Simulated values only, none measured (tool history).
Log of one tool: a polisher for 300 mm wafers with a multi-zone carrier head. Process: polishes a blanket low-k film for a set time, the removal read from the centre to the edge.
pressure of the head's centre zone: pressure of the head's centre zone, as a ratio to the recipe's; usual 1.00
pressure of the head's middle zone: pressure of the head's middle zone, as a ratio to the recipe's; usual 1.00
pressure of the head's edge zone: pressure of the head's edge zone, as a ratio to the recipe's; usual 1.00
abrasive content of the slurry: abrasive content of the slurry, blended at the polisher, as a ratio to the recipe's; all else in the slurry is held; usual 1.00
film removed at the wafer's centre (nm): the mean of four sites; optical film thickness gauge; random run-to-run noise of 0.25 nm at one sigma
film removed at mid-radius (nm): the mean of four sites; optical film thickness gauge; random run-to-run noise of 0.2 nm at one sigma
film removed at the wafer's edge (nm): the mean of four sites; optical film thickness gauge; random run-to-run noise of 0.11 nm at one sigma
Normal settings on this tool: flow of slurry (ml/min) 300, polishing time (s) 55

| run | day | flow of slurry (ml/min) | pressure of the head's centre zone | pressure of the head's middle zone | pressure of the head's edge zone | abrasive content of the slurry | polishing time (s) | wafers since the last listed run | wafers polished on this pad | hours since the slurry nozzle was cleaned | hours since the centre zone pressure was calibrated | hours since the edge zone pressure was calibrated | hours since the carrier head's membrane was replaced | incoming thickness of the incoming film, nm | film removed at the wafer's centre (nm) | film removed at mid-radius (nm) | film removed at the wafer's edge (nm) |
|---|---|---|---|---|---|---|---|---|---|---|---|---|---|---|---|---|---|
| 1 | 0.000 | 300 | 1.00 | 1.00 | 1.00 | 1.00 | 44 | 0 | 932 | 399.1 | 542.6 | 220.2 | 1615.9 | 754.5 | 13.4 | 13.1 | 14.0 |
| 2 | 2.808 | 270 | 1.00 | 1.00 | 1.00 | 0.90 | 55 | 785 | 1718 | 466.5 | 610.0 | 287.6 | 1683.3 | 752.5 | 15.8 | 15.4 | 16.4 |
|  | 5.217 | carrier head's membrane replaced by a new one |
| 3 | 5.246 | 300 | 1.00 | 1.00 | 1.00 | 1.00 | 65 | 623 | 2342 | 525.0 | 668.5 | 346.1 | 0.7 | 756.9 | 20.4 | 19.1 | 20.7 |
| 4 | 6.925 | 300 | 1.00 | 1.00 | 1.04 | 1.00 | 55 | 469 | 2812 | 565.3 | 708.8 | 386.4 | 41.0 | 746.6 | 17.2 | 16.5 | 17.6 |
| 5 | 9.554 | 220 | 0.92 | 1.00 | 1.00 | 0.75 | 55 | 735 | 3548 | 628.4 | 771.9 | 449.5 | 104.1 | 757.6 | 12.5 | 13.4 | 14.3 |
| 6 | 11.529 | 260 | 1.04 | 1.06 | 1.00 | 1.00 | 55 | 552 | 4100 | 675.8 | 819.3 | 496.9 | 151.5 | 749.0 | 16.7 | 16.2 | 16.7 |
| 7 | 14.004 | 375 | 1.06 | 1.00 | 1.00 | 1.00 | 61 | 692 | 4793 | 735.2 | 878.7 | 556.3 | 210.9 | 745.2 | 19.5 | 18.3 | 19.5 |
|  | 15.100 | worn pad replaced by a new one, of another model than before |
| 8 | 15.621 | 300 | 1.00 | 1.00 | 1.00 | 1.00 | 65 | 405 | 145 | 774.0 | 917.5 | 595.1 | 249.7 | 754.5 | 18.2 | 17.8 | 19.6 |
| 9 | 17.079 | 300 | 1.00 | 1.00 | 1.00 | 1.00 | 55 | 408 | 553 | 809.0 | 952.5 | 630.1 | 284.7 | 748.2 | 15.7 | 14.7 | 16.6 |
|  | 18.150 | centre zone pressure recalibrated |
| 10 | 19.554 | 220 | 0.92 | 1.00 | 1.00 | 0.75 | 55 | 669 | 1223 | 868.4 | 33.7 | 689.5 | 344.1 | 749.8 | 10.5 | 11.5 | 13.1 |
|  | 20.175 | slurry nozzle cleaned |
| 11 | 20.921 | 300 | 1.00 | 1.00 | 1.00 | 0.85 | 55 | 370 | 1594 | 17.9 | 66.5 | 722.3 | 376.9 | 744.5 | 15.9 | 15.5 | 16.4 |
| 12 | 23.162 | 230 | 1.09 | 1.00 | 1.00 | 1.00 | 55 | 627 | 2221 | 71.7 | 120.3 | 776.1 | 430.7 | 752.2 | 18.3 | 16.3 | 17.4 |
| 13 | 24.700 | 300 | 0.95 | 1.00 | 1.00 | 0.75 | 43 | 430 | 2651 | 108.6 | 157.2 | 813.0 | 467.6 | 748.8 | 11.0 | 11.5 | 12.0 |
| 14 | 26.004 | 245 | 0.88 | 1.00 | 0.96 | 0.80 | 55 | 364 | 3016 | 139.9 | 188.5 | 844.3 | 498.9 | 746.1 | 13.2 | 14.6 | 15.3 |
|  | 27.021 | edge zone pressure recalibrated |
| 15 | 28.729 | 300 | 0.91 | 1.06 | 1.00 | 1.00 | 55 | 739 | 3755 | 205.3 | 253.9 | 41.0 | 564.3 | 758.2 | 15.7 | 17.7 | 17.7 |
|  | 32.933 | worn pad replaced by a new one |
| 16 | 35.883 | 300 | 0.93 | 1.00 | 1.00 | 1.00 | 55 | 1955 | 825 | 377.0 | 425.6 | 212.7 | 736.0 | 739.0 | 15.7 | 16.9 | 17.5 |
| 17 | 37.892 | 300 | 1.00 | 1.00 | 1.00 | 1.00 | 55 | 562 | 1387 | 425.2 | 473.8 | 260.9 | 784.2 | 757.7 | 16.7 | 16.2 | 17.4 |
| 18 | 39.296 | 300 | 1.00 | 1.00 | 1.00 | 1.10 | 73 | 392 | 1780 | 458.9 | 507.5 | 294.6 | 817.9 | 767.4 | 22.9 | 22.2 | 24.0 |
| 19 | 40.788 | 300 | 1.00 | 1.00 | 1.00 | 1.00 | 55 | 417 | 2198 | 494.7 | 543.3 | 330.4 | 853.7 | 739.2 | 16.2 | 16.2 | 17.2 |
| 20 | 42.925 | 300 | 0.95 | 1.00 | 1.00 | 1.00 | 44 | 598 | 2796 | 546.0 | 594.6 | 381.7 | 905.0 | 763.8 | 12.3 | 13.0 | 13.6 |
| 21 | 45.592 | 300 | 1.00 | 1.00 | 1.00 | 1.00 | 71 | 746 | 3542 | 610.0 | 658.6 | 445.7 | 969.0 | 753.4 | 20.9 | 20.7 | 21.8 |

Forecast each of these 5 alternatives for the next run:
| A | 45.608 | 300 | 1.00 | 1.00 | 1.00 | 1.00 | 55 | 4 | 3547 | 610.4 | 659.0 | 446.1 | 969.4 | 748.7 | ? | ? | ? |
| B | 45.608 | 300 | 1.00 | 1.00 | 0.93 | 1.00 | 55 | 4 | 3547 | 610.4 | 659.0 | 446.1 | 969.4 | 748.7 | ? | ? | ? |
| C | 45.608 | 300 | 0.88 | 1.00 | 1.00 | 1.00 | 55 | 4 | 3547 | 610.4 | 659.0 | 446.1 | 969.4 | 748.7 | ? | ? | ? |
| D | 45.608 | 300 | 0.92 | 1.00 | 1.12 | 1.00 | 55 | 4 | 3547 | 610.4 | 659.0 | 446.1 | 969.4 | 748.7 | ? | ? | ? |
| E | 45.608 | 300 | 1.00 | 1.06 | 1.00 | 1.00 | 55 | 4 | 3547 | 610.4 | 659.0 | 446.1 | 969.4 | 748.7 | ? | ? | ? |

| run | film removed at the wafer's centre (nm) | film removed at mid-radius (nm) | film removed at the wafer's edge (nm) |
|---|---|---|---|
| A | 16.2 | 15.7 | 17.0 |
| B | 16.2 | 15.7 | 16.6 |
| C | 14.3 | 15.7 | 17.0 |
| D | 14.9 | 15.7 | 17.8 |
| E | 16.2 | 16.4 | 17.0 |
What these runs would have given with no unlogged condition in the tool:
| run | film removed at the wafer's centre (nm) | film removed at mid-radius (nm) | film removed at the wafer's edge (nm) |
|---|---|---|---|
| A | 17.4 | 16.7 | 17.9 |
| B | 17.4 | 16.7 | 17.4 |
| C | 15.3 | 16.7 | 17.9 |
| D | 16.0 | 16.7 | 18.7 |
| E | 17.4 | 17.5 | 17.9 |
